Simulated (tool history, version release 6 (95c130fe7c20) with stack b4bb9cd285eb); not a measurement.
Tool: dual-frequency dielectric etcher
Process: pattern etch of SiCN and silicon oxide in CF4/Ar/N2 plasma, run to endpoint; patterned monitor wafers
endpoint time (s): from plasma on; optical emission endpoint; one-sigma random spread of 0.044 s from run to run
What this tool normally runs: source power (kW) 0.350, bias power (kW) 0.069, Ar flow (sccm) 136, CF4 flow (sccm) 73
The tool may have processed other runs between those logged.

| run | hour | source power (kW) | bias power (kW) | Ar flow (sccm) | CF4 flow (sccm) | wafers since the last listed run | hours since the last wet clean | hours since the last source power generator calibration | hours since the last bias power generator calibration | hours since the last Ar flow controller change | hours since the last CF4 flow controller change | hours since the last upper electrode change | incoming incoming film thickness, nm | endpoint time (s) |
|---|---|---|---|---|---|---|---|---|---|---|---|---|---|---|
| 1 | 0.0 | 0.350 | 0.069 | 136 | 73 | 0 | 365.1 | 3802.2 | 4511.1 | 4788.8 | 1807.4 | 1901.6 | 8.97 | 14.2 |
| 2 | 25.5 | 0.350 | 0.069 | 136 | 73 | 565 | 390.6 | 3827.7 | 4536.6 | 4814.3 | 1832.9 | 1927.1 | 8.98 | 14.2 |
| 3 | 64.7 | 0.330 | 0.069 | 136 | 66 | 869 | 429.8 | 3866.9 | 4575.8 | 4853.5 | 1872.1 | 1966.3 | 8.96 | 15.2 |
| 4 | 92.1 | 0.350 | 0.069 | 136 | 73 | 607 | 457.2 | 3894.3 | 4603.2 | 4880.9 | 1899.5 | 1993.7 | 9.01 | 14.2 |
|  | 133.1 | wet clean of the chamber |
| 5 | 149.7 | 0.350 | 0.069 | 136 | 73 | 745 | 16.6 | 3951.9 | 4660.8 | 4938.5 | 1957.1 | 2051.3 | 9.06 | 14.6 |
| 6 | 194.9 | 0.350 | 0.069 | 136 | 73 | 1002 | 61.8 | 3997.1 | 4706.0 | 4983.7 | 2002.3 | 2096.5 | 9.06 | 14.6 |
|  | 224.4 | bias power generator calibrated |
| 7 | 309.0 | 0.270 | 0.069 | 154 | 64 | 2442 | 175.9 | 4111.2 | 84.6 | 5097.8 | 2116.4 | 2210.6 | 9.05 | 19.7 |
|  | 321.6 | CF4 flow controller replaced |
| 8 | 369.1 | 0.350 | 0.069 | 106 | 86 | 1200 | 236.0 | 4171.3 | 144.7 | 5157.9 | 47.5 | 2270.7 | 9.06 | 13.4 |
| 9 | 402.8 | 0.320 | 0.069 | 136 | 73 | 747 | 269.7 | 4205.0 | 178.4 | 5191.6 | 81.2 | 2304.4 | 8.97 | 15.7 |
|  | 429.4 | source power generator calibrated |
| 10 | 444.6 | 0.350 | 0.083 | 149 | 73 | 838 | 311.5 | 15.2 | 220.2 | 5233.4 | 123.0 | 2346.2 | 9.10 | 12.9 |
| 11 | 476.4 | 0.280 | 0.069 | 147 | 73 | 705 | 343.3 | 47.0 | 252.0 | 5265.2 | 154.8 | 2378.0 | 8.97 | 17.4 |
| 12 | 535.1 | 0.350 | 0.069 | 120 | 73 | 1302 | 402.0 | 105.7 | 310.7 | 5323.9 | 213.5 | 2436.7 | 8.93 | 13.1 |
| 13 | 606.0 | 0.270 | 0.058 | 136 | 59 | 1572 | 472.9 | 176.6 | 381.6 | 5394.8 | 284.4 | 2507.6 | 9.07 | 19.8 |
| 14 | 655.8 | 0.320 | 0.069 | 136 | 73 | 1104 | 522.7 | 226.4 | 431.4 | 5444.6 | 334.2 | 2557.4 | 8.94 | 14.7 |
|  | 673.7 | Ar flow controller replaced |
|  | 726.2 | upper electrode replaced |
| 15 | 726.7 | 0.350 | 0.069 | 103 | 73 | 907 | 593.6 | 297.3 | 502.3 | 53.0 | 405.1 | 0.5 | 8.96 | 12.7 |
|  | 754.4 | wet clean of the chamber |
| 16 | 754.9 | 0.350 | 0.069 | 136 | 63 | 93 | 0.5 | 325.5 | 530.5 | 81.2 | 433.3 | 28.7 | 8.93 | 13.9 |
| 17 | 792.7 | 0.390 | 0.082 | 158 | 91 | 838 | 38.3 | 363.3 | 568.3 | 119.0 | 471.1 | 66.5 | 9.04 | 11.6 |
| 18 | 818.3 | 0.350 | 0.069 | 136 | 73 | 567 | 63.9 | 388.9 | 593.9 | 144.6 | 496.7 | 92.1 | 9.00 | 13.7 |
| 19 | 889.0 | 0.350 | 0.069 | 136 | 73 | 1568 | 134.6 | 459.6 | 664.6 | 215.3 | 567.4 | 162.8 | 8.94 | 13.8 |
| 20 | 946.5 | 0.350 | 0.069 | 153 | 62 | 1275 | 192.1 | 517.1 | 722.1 | 272.8 | 624.9 | 220.3 | 8.96 | 14.3 |
| 21 | 982.4 | 0.300 | 0.069 | 136 | 88 | 796 | 228.0 | 553.0 | 758.0 | 308.7 | 660.8 | 256.2 | 9.06 | 15.9 |
| 22 | 1033.8 | 0.350 | 0.069 | 136 | 73 | 1140 | 279.4 | 604.4 | 809.4 | 360.1 | 712.2 | 307.6 | 9.02 | 13.7 |
| 23 | 1086.7 | 0.260 | 0.082 | 109 | 68 | 1173 | 332.3 | 657.3 | 862.3 | 413.0 | 765.1 | 360.5 | 9.00 | 16.7 |
| 24 | 1261.9 | 0.350 | 0.069 | 136 | 88 | 3887 | 507.5 | 832.5 | 1037.5 | 588.2 | 940.3 | 535.7 | 9.04 | 13.3 |

Hidden state, per run?
bias power that arrives over what is set, %: 0, the same for each run
Ar flow that arrives over what is set, %: 0, the same for each run
CF4 flow that arrives over what is set, %: 0, the same for each run
H1: etch rate over this chamber's usual, %
H2: source power that arrives over what is set, %
| run | H1 | H2 |
|---|---|---|
| 1 | 1.17 | -4.89 |
| 2 | 1.27 | -4.93 |
| 3 | 1.42 | -4.98 |
| 4 | 1.52 | -5.01 |
| 5 | 0.0167 | -5.08 |
| 6 | 0.186 | -5.14 |
| 7 | 0.613 | -5.28 |
| 8 | 0.839 | -5.36 |
| 9 | 0.965 | -5.4 |
| 10 | 1.12 | -0.399 |
| 11 | 1.24 | -0.439 |
| 12 | 1.46 | -0.513 |
| 13 | 1.73 | -0.602 |
| 14 | 1.91 | -0.665 |
| 15 | 2.18 | -0.754 |
| 16 | 0.149 | -0.79 |
| 17 | 0.29 | -0.837 |
| 18 | 0.386 | -0.87 |
| 19 | 0.651 | -0.959 |
| 20 | 0.866 | -1.03 |
| 21 | 1 | -1.08 |
| 22 | 1.19 | -1.14 |
| 23 | 1.39 | -1.21 |
| 24 | 2.05 | -1.43 |

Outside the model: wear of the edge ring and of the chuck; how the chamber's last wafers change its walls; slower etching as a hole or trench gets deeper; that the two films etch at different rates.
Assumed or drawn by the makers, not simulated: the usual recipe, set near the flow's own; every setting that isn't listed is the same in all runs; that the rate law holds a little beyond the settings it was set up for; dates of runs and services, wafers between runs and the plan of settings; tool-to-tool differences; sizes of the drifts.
